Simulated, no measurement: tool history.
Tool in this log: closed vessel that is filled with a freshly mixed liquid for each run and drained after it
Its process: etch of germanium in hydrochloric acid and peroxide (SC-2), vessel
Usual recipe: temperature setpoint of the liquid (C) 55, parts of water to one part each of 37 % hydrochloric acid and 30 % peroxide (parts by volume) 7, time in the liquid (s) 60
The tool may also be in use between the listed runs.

run     day  temperature setpoint of the liquid (C)  parts of water to one part each of 37 % hydrochloric acid and 30 % peroxide (parts by volume)  time in the liquid (s)  read-back film thickness of the germanium reference wafer, read on the same gauge (nm)  thickness taken off the germanium on a monitor wafer (Å)
  1       0                                      55                                                                                              7                      60                                                                                  149.96                                                    3065.9
  2   1.071                                      55                                                                                              7                      60                                                                                  149.98                                                    3055.5
  3   2.992                                      55                                                                                              7                      60                                                                                  150.03                                                    3051.5
  4   5.129                                      55                                                                                              7                      60                                                                                  149.98                                                    3047.7
      6.492  -- new drum of peroxide connected
  5   7.817                                      55                                                                                              7                      60                                                                                  150.04                                                    3050.8
  6  13.717                                      61                                                                                            4.5                      60                                                                                  150.03                                                    3657.4
  7  15.296                                      61                                                                                            4.5                      60                                                                                  150.01                                                    3740.8
     17.662  -- gauge calibrated
  8  18.112                                      61                                                                                            4.5                      60                                                                                  150.04                                                    3764.2
  9  19.938                                      55                                                                                              7                      60                                                                                     150                                                    3014.1
 10  22.154                                      55                                                                                              7                      60                                                                                  150.02                                                    3012.3
 11   24.15                                      55                                                                                              7                      60                                                                                  150.01                                                    3025.6
 12  26.183                                      55                                                                                            5.5                      85                                                                                  150.05                                                    4390.7
     26.554  -- chemicals flow meter replaced
 13  29.596                                      55                                                                                              7                      60                                                                                  150.05                                                    2999.5
     30.038  -- thermometer replaced
 14  31.612                                      55                                                                                              7                      90                                                                                  149.98                                                    4580.5
 15  33.954                                      55                                                                                              7                      60                                                                                  149.98                                                    3059.1
 16  35.746                                      55                                                                                              7                      60                                                                                  150.03                                                    3049.4
     36.917  -- new drum of peroxide connected
 17  38.208                                      46                                                                                              7                      30                                                                                     150                                                    1154.2
 18  40.321                                    49.5                                                                                              7                      60                                                                                  149.99                                                    2566.4
 19   41.85                                      55                                                                                              7                      60                                                                                  149.99                                                    3018.5
 20  42.929                                      48                                                                                             10                      45                                                                                  150.05                                                      1806
 21  45.179                                      60                                                                                              7                      90                                                                                  150.07                                                    5214.9
 22  47.975                                    48.5                                                                                              7                      60                                                                                  150.02                                                    2445.2
 23  49.496                                      55                                                                                             10                      60                                                                                  149.99                                                      2992
 24  52.067                                      55                                                                                            9.5                      60                                                                                  149.98                                                    2972.8
 25  53.588                                      48                                                                                              7                      60                                                                                  150.01                                                    2471.2
 26  55.654                                      55                                                                                              7                      60                                                                                  150.06                                                    3044.9

Exercise: give the hidden state of the tool at every run:
liquid colder than its thermometer reads (K): 0 on each run
chemicals flow below the setpoint (%): 0 on each run
peroxide weaker than its label (%): 0 on each run
gauge reads high (%): 0 on each run

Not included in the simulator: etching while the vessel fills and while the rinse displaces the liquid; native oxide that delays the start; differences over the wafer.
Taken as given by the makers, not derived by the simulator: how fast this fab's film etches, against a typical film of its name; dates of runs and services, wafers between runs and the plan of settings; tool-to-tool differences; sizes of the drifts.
